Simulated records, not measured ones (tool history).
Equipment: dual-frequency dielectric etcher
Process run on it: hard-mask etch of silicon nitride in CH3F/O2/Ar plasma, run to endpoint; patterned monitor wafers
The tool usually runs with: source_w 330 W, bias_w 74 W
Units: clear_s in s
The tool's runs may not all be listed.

run,hour,source_w,bias_w,"incoming incoming film thickness, nm",clear_s
1,0,330,74,54.1,84.5
2,12.1,330,74,53.9,84.4
3,22,330,74,53.8,82.9
4,34.9,330,74,53.9,84.9
5,45.1,330,74,54,84.3
6,51.5,330,74,53.8,84.1
7,57.8,330,74,53.5,83.3
8,74.9,330,85,53.9,79.6
9,92,330,85,54.2,81.1
10,107.3,330,85,53.9,80.5
11,140.1,370,74,54.4,81.1
12,153.8,370,74,53.6,80.3
13,162.9,310,66,54.3,89.8
14,173.2,330,74,53,82.1
15,187.9,300,65,53.2,90.8
16,201.1,330,74,53.8,83.4
17,222,410,57,54,83.7
18,233.5,370,63,53.4,84
19,247.9,270,64,53.7,95.7
20,301.7,330,58,53.9,91
21,309.8,370,87,53.7,75.6
22,342.9,390,82,54.1,75.7
23,357.3,360,83,54.2,78.8
24,371.6,300,74,53.9,87.2
25,386.5,360,61,53.6,86.3
26,400.8,260,68,53.2,95.1
27,414.8,330,74,54.2,84.5
28,424.8,260,68,54.4,97.4
29,438.7,290,74,53.8,88.1
30,454.2,330,74,53.1,82.6
31,464.4,330,74,53.6,83.3
32,470.9,290,58,54.3,96.3
33,481.6,330,74,53.7,83.8
34,494.4,330,74,53.4,83.3
35,504.1,370,62,54,84.8

Removed from this log: 4 entries logged between the listed runs. Between which two listed runs does each belong, and how does the tool's hidden state at the listed run before it compare with that at the listed run after it?
Runs 10 to 11: upper electrode replaced (hour 139.6)
  no hidden state differs between the two runs
Runs 13 to 14: bias power generator calibrated (hour 172.7)
  no hidden state differs between the two runs
Runs 15 to 16: source power generator calibrated (hour 196.3)
  no hidden state differs between the two runs
Runs 19 to 20: wet clean of the chamber (hour 300.4)
  no hidden state differs between the two runs
